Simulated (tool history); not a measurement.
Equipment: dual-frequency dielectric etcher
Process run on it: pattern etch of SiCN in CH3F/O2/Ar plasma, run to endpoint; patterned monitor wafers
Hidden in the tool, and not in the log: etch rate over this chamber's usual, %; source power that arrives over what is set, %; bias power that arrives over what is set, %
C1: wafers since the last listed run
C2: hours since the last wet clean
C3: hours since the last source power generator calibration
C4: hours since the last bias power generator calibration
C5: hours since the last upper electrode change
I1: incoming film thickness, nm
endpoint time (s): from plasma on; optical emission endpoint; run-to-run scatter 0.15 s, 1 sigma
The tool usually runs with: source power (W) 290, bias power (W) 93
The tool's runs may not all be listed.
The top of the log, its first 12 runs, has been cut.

{"run": 13, "hour": 159.9, "source power (W)": 290, "bias power (W)": 93, "C1": 4, "C2": 397.4, "C3": 1660.8, "C4": 3514.6, "C5": 1.1, "I1": 6.85, "endpoint time (s)": 18.6}
{"run": 14, "hour": 165.6, "source power (W)": 290, "bias power (W)": 93, "C1": 94, "C2": 403.1, "C3": 1666.5, "C4": 3520.3, "C5": 6.8, "I1": 6.9, "endpoint time (s)": 18.7}
{"run": 15, "hour": 180.2, "source power (W)": 290, "bias power (W)": 93, "C1": 241, "C2": 417.7, "C3": 1681.1, "C4": 3534.9, "C5": 21.4, "I1": 6.91, "endpoint time (s)": 18.8}
{"run": 16, "hour": 198.1, "source power (W)": 260, "bias power (W)": 85, "C1": 296, "C2": 435.6, "C3": 1699.0, "C4": 3552.8, "C5": 39.3, "I1": 6.94, "endpoint time (s)": 19.7}
{"run": 17, "hour": 214.0, "source power (W)": 320, "bias power (W)": 79, "C1": 263, "C2": 451.5, "C3": 1714.9, "C4": 3568.7, "C5": 55.2, "I1": 6.85, "endpoint time (s)": 19.5}
{"hour": 221.2, "done": "bias power generator calibrated"}
{"run": 18, "hour": 222.6, "source power (W)": 340, "bias power (W)": 79, "C1": 76, "C2": 460.1, "C3": 1723.5, "C4": 1.4, "C5": 63.8, "I1": 6.91, "endpoint time (s)": 19.4}
{"hour": 232.0, "done": "source power generator calibrated"}
{"run": 19, "hour": 234.1, "source power (W)": 250, "bias power (W)": 93, "C1": 124, "C2": 471.6, "C3": 2.1, "C4": 12.9, "C5": 75.3, "I1": 6.88, "endpoint time (s)": 19.1}
{"run": 20, "hour": 246.6, "source power (W)": 270, "bias power (W)": 107, "C1": 206, "C2": 484.1, "C3": 14.6, "C4": 25.4, "C5": 87.8, "I1": 6.87, "endpoint time (s)": 17.6}
{"hour": 304.6, "done": "wet clean of the chamber"}
{"run": 21, "hour": 305.1, "source power (W)": 290, "bias power (W)": 93, "C1": 571, "C2": 0.5, "C3": 73.1, "C4": 83.9, "C5": 146.3, "I1": 6.97, "endpoint time (s)": 19.4}
{"run": 22, "hour": 305.4, "source power (W)": 290, "bias power (W)": 93, "C1": 4, "C2": 0.8, "C3": 73.4, "C4": 84.2, "C5": 146.6, "I1": 6.91, "endpoint time (s)": 19.7}
{"run": 23, "hour": 316.4, "source power (W)": 290, "bias power (W)": 93, "C1": 182, "C2": 11.8, "C3": 84.4, "C4": 95.2, "C5": 157.6, "I1": 6.86, "endpoint time (s)": 18.9}
{"run": 24, "hour": 326.1, "source power (W)": 350, "bias power (W)": 72, "C1": 160, "C2": 21.5, "C3": 94.1, "C4": 104.9, "C5": 167.3, "I1": 6.93, "endpoint time (s)": 21.2}
{"run": 25, "hour": 337.0, "source power (W)": 330, "bias power (W)": 93, "C1": 180, "C2": 32.4, "C3": 105.0, "C4": 115.8, "C5": 178.2, "I1": 6.96, "endpoint time (s)": 18.9}
{"run": 26, "hour": 352.1, "source power (W)": 290, "bias power (W)": 75, "C1": 250, "C2": 47.5, "C3": 120.1, "C4": 130.9, "C5": 193.3, "I1": 6.92, "endpoint time (s)": 21.2}
{"run": 27, "hour": 361.5, "source power (W)": 290, "bias power (W)": 93, "C1": 155, "C2": 56.9, "C3": 129.5, "C4": 140.3, "C5": 202.7, "I1": 6.83, "endpoint time (s)": 19.1}
{"run": 28, "hour": 376.0, "source power (W)": 250, "bias power (W)": 72, "C1": 240, "C2": 71.4, "C3": 144.0, "C4": 154.8, "C5": 217.2, "I1": 6.88, "endpoint time (s)": 22.1}
{"run": 29, "hour": 390.6, "source power (W)": 250, "bias power (W)": 108, "C1": 241, "C2": 86.0, "C3": 158.6, "C4": 169.4, "C5": 231.8, "I1": 6.94, "endpoint time (s)": 18.5}
{"run": 30, "hour": 403.5, "source power (W)": 340, "bias power (W)": 93, "C1": 213, "C2": 98.9, "C3": 171.5, "C4": 182.3, "C5": 244.7, "I1": 6.88, "endpoint time (s)": 18.2}
{"run": 31, "hour": 410.4, "source power (W)": 290, "bias power (W)": 93, "C1": 114, "C2": 105.8, "C3": 178.4, "C4": 189.2, "C5": 251.6, "I1": 6.86, "endpoint time (s)": 18.9}
{"run": 32, "hour": 426.6, "source power (W)": 250, "bias power (W)": 103, "C1": 268, "C2": 122.0, "C3": 194.6, "C4": 205.4, "C5": 267.8, "I1": 6.93, "endpoint time (s)": 18.7}
{"run": 33, "hour": 433.6, "source power (W)": 360, "bias power (W)": 73, "C1": 115, "C2": 129.0, "C3": 201.6, "C4": 212.4, "C5": 274.8, "I1": 6.94, "endpoint time (s)": 20.3}
{"run": 34, "hour": 442.7, "source power (W)": 220, "bias power (W)": 110, "C1": 150, "C2": 138.1, "C3": 210.7, "C4": 221.5, "C5": 283.9, "I1": 6.89, "endpoint time (s)": 18.5}
{"run": 35, "hour": 459.8, "source power (W)": 220, "bias power (W)": 104, "C1": 283, "C2": 155.2, "C3": 227.8, "C4": 238.6, "C5": 301.0, "I1": 6.88, "endpoint time (s)": 19.1}
{"run": 36, "hour": 469.1, "source power (W)": 290, "bias power (W)": 93, "C1": 153, "C2": 164.5, "C3": 237.1, "C4": 247.9, "C5": 310.3, "I1": 6.92, "endpoint time (s)": 19.0}

Alternative continuations, all from the tool just after run 36; predict every row:
{"run": "A", "hour": 469.5, "source power (W)": 290, "bias power (W)": 93, "C1": 6, "C2": 164.9, "C3": 237.5, "C4": 248.3, "C5": 310.7, "I1": 6.9, "endpoint time (s)": "?"}
{"run": "B", "hour": 469.5, "source power (W)": 230, "bias power (W)": 74, "C1": 6, "C2": 164.9, "C3": 237.5, "C4": 248.3, "C5": 310.7, "I1": 6.9, "endpoint time (s)": "?"}
{"run": "C", "hour": 469.5, "source power (W)": 290, "bias power (W)": 116, "C1": 6, "C2": 164.9, "C3": 237.5, "C4": 248.3, "C5": 310.7, "I1": 6.9, "endpoint time (s)": "?"}

run=A endpoint_time_(s)=19.1
run=B endpoint_time_(s)=22.4
run=C endpoint_time_(s)=17.2
Take away the tool's hidden state, keep each run's random variation, and the runs would have read:
run=A endpoint_time_(s)=19.4
run=B endpoint_time_(s)=22.8
run=C endpoint_time_(s)=17.5

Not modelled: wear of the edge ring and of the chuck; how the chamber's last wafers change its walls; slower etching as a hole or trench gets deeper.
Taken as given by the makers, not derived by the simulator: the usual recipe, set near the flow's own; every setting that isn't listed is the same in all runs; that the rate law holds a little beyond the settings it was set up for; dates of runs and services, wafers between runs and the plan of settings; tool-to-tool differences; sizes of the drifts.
